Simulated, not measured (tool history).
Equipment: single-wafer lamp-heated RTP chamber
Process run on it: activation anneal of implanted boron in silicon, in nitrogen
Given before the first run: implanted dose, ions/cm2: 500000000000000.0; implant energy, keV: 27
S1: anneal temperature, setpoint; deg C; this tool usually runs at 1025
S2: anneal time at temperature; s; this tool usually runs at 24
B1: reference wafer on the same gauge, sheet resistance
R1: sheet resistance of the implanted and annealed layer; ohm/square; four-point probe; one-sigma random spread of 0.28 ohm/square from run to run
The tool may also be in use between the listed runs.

run,day,S1,S2,B1,R1
1,0,1003,24,161.97,191.98
2,1.233,1003,24,162.11,191.32
3,2.825,1003,24,161.97,190.71
4,4.004,1025,24,162.02,187.83
5,6.012,1025,24,162.05,187.93
6,7.675,1025,24,162.03,187.31
7,9.538,1025,24,161.98,187.03
8,10.675,1025,24,162.12,188.13
9,12.188,1025,18,161.98,188.19
10,15.238,1039,32,162.09,185.56
11,17.375,1025,24,161.94,188.37
12,18.767,1053,24,162.01,186.6
13,20.225,1025,16,162.09,188.96
14,22.304,1025,14,162.01,189.26
15,23.538,1025,24,161.95,187.62
16,24.592,1039,36,161.95,185.38
17,25.667,1050,36,162,184.88
18,28.029,1000,36,161.98,189.63
19,30.625,1052,15,162.11,186.56

The log once held 4 entries between its listed runs, left out of this copy. Where does each go, and what is different about the tool's unlogged condition between the listed run before it and the listed run after it?
Runs 7 to 8: gauge calibrated (day 9.8)
  true wafer temperature minus pyrometer reading, K: 11.5 -> 11.8
  measured value less the no-hidden-state value, R1: -1.21 -> -1.23 ohm/square
Runs 10 to 11: pyrometer window cleaned and pyrometer calibrated (day 16.046)
  true wafer temperature minus pyrometer reading, K: 12.5 -> 3.43
  measured value less the no-hidden-state value, R1: -0.91 -> -0.41 ohm/square
Runs 14 to 15: reflector plate cleaned (day 22.854)
  true wafer temperature minus pyrometer reading, K: 9.3 -> 10.1
  measured value less the no-hidden-state value, R1: -1.04 -> -1.08 ohm/square
Runs 18 to 19: gauge calibrated (day 28.579)
  true wafer temperature minus pyrometer reading, K: 11.9 -> 12.5
  measured value less the no-hidden-state value, R1: -2.8 -> -0.67 ohm/square

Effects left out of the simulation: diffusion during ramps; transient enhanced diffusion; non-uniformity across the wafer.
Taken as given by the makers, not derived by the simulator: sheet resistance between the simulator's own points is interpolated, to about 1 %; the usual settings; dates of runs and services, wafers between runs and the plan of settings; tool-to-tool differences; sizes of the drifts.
